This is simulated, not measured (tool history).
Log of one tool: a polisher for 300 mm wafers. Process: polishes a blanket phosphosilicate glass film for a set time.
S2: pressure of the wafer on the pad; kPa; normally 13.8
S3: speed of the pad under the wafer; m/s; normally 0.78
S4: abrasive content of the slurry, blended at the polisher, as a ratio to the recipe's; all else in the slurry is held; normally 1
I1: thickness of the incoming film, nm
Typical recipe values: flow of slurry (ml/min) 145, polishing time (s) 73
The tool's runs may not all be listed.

Run 1, hour 0: usual settings; I1 2593.4. Result: film removed (nm) 300.2.
Run 2, hour 30.1: usual settings but S2 12.4 kPa; I1 2653.8. Result: film removed (nm) 272.4.
Run 3, hour 59.8: usual settings; I1 2644.6. Result: film removed (nm) 290.7.
At hour 75.5: conditioning disc replaced and pad reconditioned.
Run 4, hour 76: usual settings; I1 2593.7. Result: film removed (nm) 293.
At hour 83.4: head pressure recalibrated.
At hour 83.5: worn pad replaced by a new one.
Run 5, hour 87.5: usual settings; I1 2607.6. Result: film removed (nm) 303.3.
Run 6, hour 107.3: usual settings; I1 2587.4. Result: film removed (nm) 299.9.
At hour 113.2: slurry nozzle cleaned.
Run 7, hour 125.2: usual settings but S3 1 m/s; I1 2585. Result: film removed (nm) 371.2.
Run 8, hour 148.9: usual settings; I1 2577.2. Result: film removed (nm) 292.4.
Run 9, hour 161.4: usual settings; I1 2578.2. Result: film removed (nm) 293.5.
Run 10, hour 176: usual settings but S4 1.15; I1 2626.6. Result: film removed (nm) 310.6.
Run 11, hour 198.4: usual settings but S2 16.5 kPa, S4 1.2, polishing time (s) 99; I1 2618.3. Result: film removed (nm) 499.8.
Run 12, hour 227.2: usual settings but S3 1.04 m/s, S4 0.75; I1 2583.3. Result: film removed (nm) 309.3.
At hour 238.8: worn pad replaced by a new one.
Run 13, hour 252.2: usual settings but flow of slurry (ml/min) 180, S2 17.9 kPa, S3 0.6 m/s, S4 1.1; I1 2660.3. Result: film removed (nm) 313.
Run 14, hour 267.9: usual settings; I1 2619. Result: film removed (nm) 278.4.
Run 15, hour 283.2: usual settings but S2 11 kPa, S4 1.3; I1 2626.6. Result: film removed (nm) 259.6.
Run 16, hour 304.7: usual settings; I1 2580.7. Result: film removed (nm) 281.1.
At hour 316: slurry blender recalibrated.
Run 17, hour 321.3: usual settings but flow of slurry (ml/min) 105, S2 9.7 kPa, S3 1 m/s, S4 0.9; I1 2613.4. Result: film removed (nm) 255.8.
Run 18, hour 339.1: usual settings but S3 0.66 m/s; I1 2580.8. Result: film removed (nm) 260.9.
At hour 356: conditioning disc replaced and pad reconditioned.
Run 19, hour 365.6: usual settings but S2 11.7 kPa, S3 0.98 m/s; I1 2605.9. Result: film removed (nm) 314.2.
At hour 382.9: worn pad replaced by a new one.
Run 20, hour 383.4: usual settings but S2 10.3 kPa, S3 0.64 m/s; I1 2624.9. Result: film removed (nm) 196.1.
Run 21, hour 394.5: usual settings but S2 17.9 kPa, S3 0.58 m/s, S4 1.2, polishing time (s) 65; I1 2639.6. Result: film removed (nm) 288.1.
Run 22, hour 416.5: usual settings but S2 11.7 kPa, S3 0.94 m/s, S4 0.85, polishing time (s) 88; I1 2627.6. Result: film removed (nm) 323.4.
Run 23, hour 440.4: usual settings but flow of slurry (ml/min) 110, S4 1.1; I1 2602. Result: film removed (nm) 287.1.
Run 24, hour 461.1: usual settings but S3 0.52 m/s, polishing time (s) 59; I1 2591.6. Result: film removed (nm) 167.8.
Run 25, hour 490: usual settings but S3 1.04 m/s, S4 0.75; I1 2573.7. Result: film removed (nm) 305.6.
Run 26, hour 512.1: usual settings but S4 1.1; I1 2573. Result: film removed (nm) 295.4.

The same runs without the tool's hidden state, with the same run-to-run variation:
What the log doesn't record here: removal rate lost through wear of the pad, %; slurry flow missing at the pad, %; deviation of the head's pressure from its setpoint, %; abrasive missing from the slurry, %; time polished since the conditioner stopped cutting, s.
run  film removed (nm)
  1              326.1
  2              302.4
  3              328.5
  4              333.7
  5              324.4
  6              325.6
  7              407.9
  8              325.8
  9              329.1
 10              348.4
 11              564.6
 12              361.4
 13              361.3
 14              324.4
 15              299.3
 16              330.1
 17              269.9
 18              279.7
 19                344
 20              217.2
 21              319.9
 22                367
 23              326.6
 24              193.2
 25              359.5
 26              343.8
